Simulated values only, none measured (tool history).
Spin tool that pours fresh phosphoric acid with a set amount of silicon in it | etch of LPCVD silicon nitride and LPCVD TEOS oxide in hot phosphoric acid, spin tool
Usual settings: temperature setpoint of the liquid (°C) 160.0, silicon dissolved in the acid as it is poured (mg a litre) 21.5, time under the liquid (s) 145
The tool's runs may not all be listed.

run,hour,temperature setpoint of the liquid (°C),silicon dissolved in the acid as it is poured (mg a litre),time under the liquid (s),wafers since the last listed run,hours since the thermometer was replaced,hours since the dissolved silicon flow meter was replaced,hours since the heated supply line was repaired,hours since the gauge calibration,"read-back film thickness of the LPCVD silicon nitride reference wafer, read on the same gauge (nm)","read-back film thickness of the LPCVD TEOS oxide reference wafer, read on the same gauge (nm)",thickness taken off the LPCVD silicon nitride on a monitor wafer (Å),thickness taken off the LPCVD TEOS oxide on a monitor wafer (Å)
1,0.0,160.0,29.0,145,0,962.3,1193.9,1473.5,388.9,39.29,117.889,118.9,2.38
2,40.3,160.0,29.0,145,224,1002.6,1234.2,1513.8,429.2,39.23,117.647,119.3,2.56
3,105.6,161.0,21.5,145,364,1067.9,1299.5,1579.1,494.5,39.07,117.380,122.2,3.09
4,143.4,161.0,21.5,145,210,1105.7,1337.3,1616.9,532.3,39.06,117.129,122.4,3.24
5,174.8,161.0,21.5,145,175,1137.1,1368.7,1648.3,563.7,39.02,117.065,121.9,2.85
6,241.4,160.0,10.5,175,371,1203.7,1435.3,1714.9,630.3,38.85,116.765,142.1,4.21
7,271.2,160.0,21.5,145,166,1233.5,1465.1,1744.7,660.1,38.88,116.554,117.1,2.99
8,307.9,162.0,21.5,145,204,1270.2,1501.8,1781.4,696.8,38.77,116.436,124.1,2.96
9,405.1,162.0,21.5,145,542,1367.4,1599.0,1878.6,794.0,38.71,115.988,126.2,3.73
10,453.2,159.0,21.5,145,268,1415.5,1647.1,1926.7,842.1,38.55,115.643,112.4,2.77
# hour 499.0: thermometer replaced
11,505.0,157.5,8.0,190,283,6.0,1698.9,1978.5,893.9,38.47,115.429,139.7,4.58
12,545.2,160.0,21.5,145,224,46.2,1739.1,2018.7,934.1,38.41,115.254,116.5,2.66
13,576.0,158.5,29.0,110,171,77.0,1769.9,2049.5,964.9,38.35,115.088,83.1,1.59
# hour 590.6: dissolved silicon flow meter replaced
# hour 601.8: heated supply line repaired
14,634.8,161.0,7.5,145,316,135.8,44.2,33.0,1023.7,38.27,114.802,118.5,4.36
# hour 641.6: gauge calibrated
15,675.0,160.0,21.5,145,224,176.0,84.4,73.2,33.4,39.80,119.485,121.3,3.42
16,775.6,160.0,9.5,120,560,276.6,185.0,173.8,134.0,39.68,119.027,98.8,3.38
17,826.4,160.0,21.5,195,283,327.4,235.8,224.6,184.8,39.59,118.730,163.1,4.21
18,893.3,157.5,8.0,190,373,394.3,302.7,291.5,251.7,39.48,118.444,143.3,5.23

Forecast each of these 4 alternatives for the next run:
A,893.8,160.0,21.5,120,2,394.8,303.2,292.0,252.2,?,?,?,?
B,893.8,161.0,8.5,190,2,394.8,303.2,292.0,252.2,?,?,?,?
C,893.8,157.5,21.5,145,2,394.8,303.2,292.0,252.2,?,?,?,?
D,893.8,161.0,30.0,145,2,394.8,303.2,292.0,252.2,?,?,?,?

run,"read-back film thickness of the LPCVD silicon nitride reference wafer, read on the same gauge (nm)","read-back film thickness of the LPCVD TEOS oxide reference wafer, read on the same gauge (nm)",thickness taken off the LPCVD silicon nitride on a monitor wafer (Å),thickness taken off the LPCVD TEOS oxide on a monitor wafer (Å)
A,39.45,118.409,99.1,2.53
B,39.45,118.409,162.3,5.99
C,39.45,118.409,110.1,2.54
D,39.45,118.409,123.9,2.46
Without the tool's hidden state the same runs would have given:
run,thickness taken off the LPCVD silicon nitride on a monitor wafer (Å),thickness taken off the LPCVD TEOS oxide on a monitor wafer (Å)
A,100.5,2.56
B,164.5,6.07
C,111.6,2.57
D,125.5,2.49
